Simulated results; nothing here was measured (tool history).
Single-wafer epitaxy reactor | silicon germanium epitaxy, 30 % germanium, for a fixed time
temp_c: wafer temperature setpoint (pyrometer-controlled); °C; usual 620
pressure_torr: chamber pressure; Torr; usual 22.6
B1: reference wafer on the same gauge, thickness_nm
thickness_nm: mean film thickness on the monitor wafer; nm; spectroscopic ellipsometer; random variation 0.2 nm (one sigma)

run 1 hour=0 | temp_c=620 pressure_torr=22.6 | B1=76.205 | thickness_nm=86.47
run 2 hour=89.1 | temp_c=620 pressure_torr=22.6 | B1=76.093 | thickness_nm=86.397
run 3 hour=171.2 | temp_c=620 pressure_torr=18.3 | B1=76.229 | thickness_nm=79.269
run 4 hour=259.9 | temp_c=620 pressure_torr=18.3 | B1=76.256 | thickness_nm=79.476
run 5 hour=320 | temp_c=620 pressure_torr=18.3 | B1=76.164 | thickness_nm=79.33
run 6 hour=394.4 | temp_c=627 pressure_torr=20.7 | B1=76.179 | thickness_nm=94.789
run 7 hour=438.8 | temp_c=620 pressure_torr=22.6 | B1=76.102 | thickness_nm=87.382
run 8 hour=511.7 | temp_c=620 pressure_torr=22.6 | B1=76.158 | thickness_nm=87.308
-- hour=612.9 pyrometer calibrated
run 9 hour=613.4 | temp_c=620 pressure_torr=22.6 | B1=76.274 | thickness_nm=84.413
run 10 hour=673.6 | temp_c=620 pressure_torr=22.6 | B1=76.228 | thickness_nm=85.291
run 11 hour=753.5 | temp_c=609 pressure_torr=21.1 | B1=76.108 | thickness_nm=68.573
run 12 hour=791.9 | temp_c=609 pressure_torr=21.1 | B1=76.13 | thickness_nm=68.766
run 13 hour=861.3 | temp_c=609 pressure_torr=21.1 | B1=76.253 | thickness_nm=69.188
-- hour=924.6 showerhead replaced
run 14 hour=941.4 | temp_c=620 pressure_torr=25.7 | B1=76.183 | thickness_nm=91.642
run 15 hour=1029.1 | temp_c=620 pressure_torr=25.7 | B1=76.222 | thickness_nm=92.111
run 16 hour=1065.2 | temp_c=624 pressure_torr=22.6 | B1=76.312 | thickness_nm=93.682
run 17 hour=1164.8 | temp_c=624 pressure_torr=22.6 | B1=76.174 | thickness_nm=94.123
-- hour=1183.3 capacitance manometer re-zeroed and calibrated
-- hour=1233.3 gauge calibrated
run 18 hour=1250.7 | temp_c=620 pressure_torr=22.6 | B1=76.088 | thickness_nm=85.578
run 19 hour=1340.1 | temp_c=615 pressure_torr=18.3 | B1=76.196 | thickness_nm=71.395
run 20 hour=1421.4 | temp_c=627 pressure_torr=24.5 | B1=76.205 | thickness_nm=99.898
run 21 hour=1491.8 | temp_c=629 pressure_torr=26.1 | B1=76.169 | thickness_nm=106.765
run 22 hour=1530.5 | temp_c=634 pressure_torr=18.1 | B1=76.202 | thickness_nm=99.338
run 23 hour=1592.3 | temp_c=620 pressure_torr=27.9 | B1=76.247 | thickness_nm=93.576
run 24 hour=1667.9 | temp_c=606 pressure_torr=25.1 | B1=76.238 | thickness_nm=70.472
run 25 hour=1734.6 | temp_c=620 pressure_torr=22.6 | B1=76.151 | thickness_nm=85.755
run 26 hour=1814 | temp_c=620 pressure_torr=18 | B1=76.196 | thickness_nm=78.758
run 27 hour=1902 | temp_c=620 pressure_torr=22.6 | B1=76.219 | thickness_nm=86.394
-- hour=2010 pyrometer calibrated
run 28 hour=2096.4 | temp_c=620 pressure_torr=22.6 | B1=76.111 | thickness_nm=84.959
run 29 hour=2147.6 | temp_c=612 pressure_torr=18.5 | B1=76.248 | thickness_nm=68.193
run 30 hour=2243.2 | temp_c=620 pressure_torr=22.6 | B1=76.139 | thickness_nm=86.401
run 31 hour=2293.3 | temp_c=620 pressure_torr=22.6 | B1=76.198 | thickness_nm=85.972
run 32 hour=2359.6 | temp_c=609 pressure_torr=19.7 | B1=76.182 | thickness_nm=67.118
run 33 hour=2449.8 | temp_c=630 pressure_torr=22.6 | B1=76.192 | thickness_nm=103.171
run 34 hour=2518.7 | temp_c=630 pressure_torr=17.9 | B1=76.197 | thickness_nm=93.468
-- hour=2531 gauge calibrated
run 35 hour=2593.3 | temp_c=620 pressure_torr=22.6 | B1=76.24 | thickness_nm=87.159

4 ways to go on from here, each from the tool as it stands after run 35. What would each give?
run A hour=2593.7 | temp_c=620 pressure_torr=22.6 | B1=? | thickness_nm=?
run B hour=2593.7 | temp_c=614 pressure_torr=18.2 | B1=? | thickness_nm=?
run C hour=2593.7 | temp_c=632 pressure_torr=24.2 | B1=? | thickness_nm=?
run D hour=2593.7 | temp_c=609 pressure_torr=28 | B1=? | thickness_nm=?

run=A B1=76.214 thickness_nm=86.932
run=B B1=76.214 thickness_nm=71.397
run=C B1=76.214 thickness_nm=109.896
run=D B1=76.214 thickness_nm=78.394
Without the tool's hidden state the same runs would have given:
run=A thickness_nm=83.188
run=B thickness_nm=68.293
run=C thickness_nm=105.249
run=D thickness_nm=74.959

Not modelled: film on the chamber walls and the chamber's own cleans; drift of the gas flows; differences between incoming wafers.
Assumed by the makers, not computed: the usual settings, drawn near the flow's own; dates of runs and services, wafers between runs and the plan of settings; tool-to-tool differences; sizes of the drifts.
